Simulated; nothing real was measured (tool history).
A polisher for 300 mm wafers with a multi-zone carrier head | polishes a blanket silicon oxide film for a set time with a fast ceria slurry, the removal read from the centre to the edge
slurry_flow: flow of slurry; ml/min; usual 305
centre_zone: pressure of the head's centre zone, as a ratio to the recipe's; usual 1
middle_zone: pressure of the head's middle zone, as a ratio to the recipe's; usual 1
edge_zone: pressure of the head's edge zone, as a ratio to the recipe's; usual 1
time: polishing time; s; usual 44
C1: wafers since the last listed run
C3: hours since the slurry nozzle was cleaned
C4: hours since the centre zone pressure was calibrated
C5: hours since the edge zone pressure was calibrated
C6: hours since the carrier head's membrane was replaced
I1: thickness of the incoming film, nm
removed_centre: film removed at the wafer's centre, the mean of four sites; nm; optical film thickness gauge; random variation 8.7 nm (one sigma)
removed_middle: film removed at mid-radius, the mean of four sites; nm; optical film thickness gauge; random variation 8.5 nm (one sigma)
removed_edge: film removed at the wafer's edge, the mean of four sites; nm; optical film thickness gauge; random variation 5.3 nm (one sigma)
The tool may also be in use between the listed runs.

Run 1, hour 0: usual settings but edge_zone 0.96; C1 0; wafers polished on this pad 1005; C3 613.7; C4 399.3; C5 1280.3; C6 190; I1 3110. Result: removed_centre 632.7 nm, removed_middle 635.4 nm, removed_edge 621.7 nm.
Run 2, hour 42.3: usual settings but edge_zone 0.96; C1 580; wafers polished on this pad 1585; C3 656; C4 441.6; C5 1322.6; C6 232.3; I1 3075.5. Result: removed_centre 632.5 nm, removed_middle 617.6 nm, removed_edge 607.9 nm.
At hour 55.2: edge zone pressure recalibrated.
Run 3, hour 104: usual settings but edge_zone 0.97; C1 819; wafers polished on this pad 2404; C3 717.7; C4 503.3; C5 48.8; C6 294; I1 3039.4. Result: removed_centre 630.4 nm, removed_middle 616.7 nm, removed_edge 607.6 nm.
Run 4, hour 154.5: usual settings; C1 693; wafers polished on this pad 3098; C3 768.2; C4 553.8; C5 99.3; C6 344.5; I1 3054.3. Result: removed_centre 631.7 nm, removed_middle 595.2 nm, removed_edge 610 nm.
Run 5, hour 187.1: usual settings but time 49 s; C1 447; wafers polished on this pad 3545; C3 800.8; C4 586.4; C5 131.9; C6 377.1; I1 3074.8. Result: removed_centre 686.6 nm, removed_middle 662.6 nm, removed_edge 663.7 nm.
Run 6, hour 241.8: usual settings; C1 750; wafers polished on this pad 4296; C3 855.5; C4 641.1; C5 186.6; C6 431.8; I1 3079.1. Result: removed_centre 614.3 nm, removed_middle 588.6 nm, removed_edge 596.7 nm.
At hour 250.3: worn pad replaced by a new one.
Run 7, hour 277.9: usual settings but slurry_flow 260 ml/min, edge_zone 0.93, time 55 s; C1 440; wafers polished on this pad 378; C3 891.6; C4 677.2; C5 222.7; C6 467.9; I1 3082.6. Result: removed_centre 805.2 nm, removed_middle 787 nm, removed_edge 761.9 nm.
Run 8, hour 325.9: usual settings; C1 658; wafers polished on this pad 1037; C3 939.6; C4 725.2; C5 270.7; C6 515.9; I1 3059.2. Result: removed_centre 632.8 nm, removed_middle 626.3 nm, removed_edge 639.6 nm.
At hour 367.5: centre zone pressure recalibrated.
Run 9, hour 368: usual settings; C1 550; wafers polished on this pad 1587; C3 981.7; C4 0.5; C5 312.8; C6 558; I1 3065.5. Result: removed_centre 658.1 nm, removed_middle 617.1 nm, removed_edge 638.2 nm.
At hour 387.1: slurry nozzle cleaned.
At hour 388.5: carrier head's membrane replaced by a new one.
Run 10, hour 402.6: usual settings but centre_zone 0.89, middle_zone 0.89; C1 442; wafers polished on this pad 2029; C3 15.5; C4 35.1; C5 347.4; C6 14.1; I1 3084.6. Result: removed_centre 580.5 nm, removed_middle 543.2 nm, removed_edge 624.7 nm.
Run 11, hour 449.7: usual settings; C1 646; wafers polished on this pad 2676; C3 62.6; C4 82.2; C5 394.5; C6 61.2; I1 3027.3. Result: removed_centre 632.2 nm, removed_middle 619.7 nm, removed_edge 613.9 nm.
Run 12, hour 482.6: usual settings but centre_zone 0.95, edge_zone 1.09, time 33 s; C1 451; wafers polished on this pad 3127; C3 95.5; C4 115.1; C5 427.4; C6 94.1; I1 3106. Result: removed_centre 450.7 nm, removed_middle 459 nm, removed_edge 478.7 nm.
At hour 512.7: worn pad replaced by a new one.
Run 13, hour 518: usual settings but slurry_flow 375 ml/min, edge_zone 1.09; C1 430; wafers polished on this pad 73; C3 130.9; C4 150.5; C5 462.8; C6 129.5; I1 3059.6. Result: removed_centre 686.3 nm, removed_middle 645.3 nm, removed_edge 681.7 nm.
Run 14, hour 542.9: usual settings; C1 341; wafers polished on this pad 414; C3 155.8; C4 175.4; C5 487.7; C6 154.4; I1 3047.8. Result: removed_centre 650.7 nm, removed_middle 644.7 nm, removed_edge 641 nm.
Run 15, hour 577.7: usual settings but middle_zone 0.95, edge_zone 1.06, time 55 s; C1 477; wafers polished on this pad 892; C3 190.6; C4 210.2; C5 522.5; C6 189.2; I1 3071.6. Result: removed_centre 798.8 nm, removed_middle 757.2 nm, removed_edge 824.4 nm.
Run 16, hour 622.3: usual settings but middle_zone 0.9; C1 612; wafers polished on this pad 1504; C3 235.2; C4 254.8; C5 567.1; C6 233.8; I1 3099.4. Result: removed_centre 626.7 nm, removed_middle 558.6 nm, removed_edge 619.3 nm.
Run 17, hour 693.9: usual settings but slurry_flow 225 ml/min, edge_zone 0.97; C1 982; wafers polished on this pad 2487; C3 306.8; C4 326.4; C5 638.7; C6 305.4; I1 3070.8. Result: removed_centre 615.3 nm, removed_middle 605.7 nm, removed_edge 605.1 nm.
Run 18, hour 722.2: usual settings but centre_zone 1.1, edge_zone 0.9; C1 388; wafers polished on this pad 2875; C3 335.1; C4 354.7; C5 667; C6 333.7; I1 3097.5. Result: removed_centre 683 nm, removed_middle 604.9 nm, removed_edge 584.6 nm.
Run 19, hour 765: usual settings but slurry_flow 390 ml/min; C1 587; wafers polished on this pad 3463; C3 377.9; C4 397.5; C5 709.8; C6 376.5; I1 3063. Result: removed_centre 631.7 nm, removed_middle 626.1 nm, removed_edge 608.3 nm.
Run 20, hour 805.6: usual settings but slurry_flow 200 ml/min; C1 557; wafers polished on this pad 4020; C3 418.5; C4 438.1; C5 750.4; C6 417.1; I1 3053.7. Result: removed_centre 589.3 nm, removed_middle 589 nm, removed_edge 590.8 nm.
At hour 826.8: worn pad replaced by a new one.
Run 21, hour 844.9: usual settings; C1 484; wafers polished on this pad 248; C3 457.8; C4 477.4; C5 789.7; C6 456.4; I1 3070.7. Result: removed_centre 655.8 nm, removed_middle 632.7 nm, removed_edge 626.1 nm.
Run 22, hour 878.2: usual settings but centre_zone 1.1; C1 457; wafers polished on this pad 705; C3 491.1; C4 510.7; C5 823; C6 489.7; I1 3071.4. Result: removed_centre 706.9 nm, removed_middle 637.3 nm, removed_edge 627.6 nm.

4 ways to go on from here, each from the tool as it stands after run 22. What would each give?
Run A, hour 878.6: usual settings but centre_zone 0.94; C1 5; wafers polished on this pad 711; C3 491.5; C4 511.1; C5 823.4; C6 490.1; I1 3080.4. Result: removed_centre ?, removed_middle ?, removed_edge ?.
Run B, hour 878.6: usual settings but slurry_flow 400 ml/min; C1 5; wafers polished on this pad 711; C3 491.5; C4 511.1; C5 823.4; C6 490.1; I1 3080.4. Result: removed_centre ?, removed_middle ?, removed_edge ?.
Run C, hour 878.6: usual settings but slurry_flow 250 ml/min, middle_zone 1.05, edge_zone 0.92, time 37 s; C1 5; wafers polished on this pad 711; C3 491.5; C4 511.1; C5 823.4; C6 490.1; I1 3080.4. Result: removed_centre ?, removed_middle ?, removed_edge ?.
Run D, hour 878.6: usual settings but slurry_flow 210 ml/min, centre_zone 1.08, middle_zone 0.97, time 56 s; C1 5; wafers polished on this pad 711; C3 491.5; C4 511.1; C5 823.4; C6 490.1; I1 3080.4. Result: removed_centre ?, removed_middle ?, removed_edge ?.

run  removed_centre  removed_middle  removed_edge
  A           623.9           628.8         637.9
  B           666.7           640.2         646.8
  C           540.7           542.9         509.5
  D           853.5           757.3         794.6
Without the tool's hidden state the same runs would have given:
run  removed_centre  removed_middle  removed_edge
  A           638.9           643.9         653.3
  B           682.7           655.5         662.4
  C           553.6           555.9         521.8
  D             874           775.5         813.7

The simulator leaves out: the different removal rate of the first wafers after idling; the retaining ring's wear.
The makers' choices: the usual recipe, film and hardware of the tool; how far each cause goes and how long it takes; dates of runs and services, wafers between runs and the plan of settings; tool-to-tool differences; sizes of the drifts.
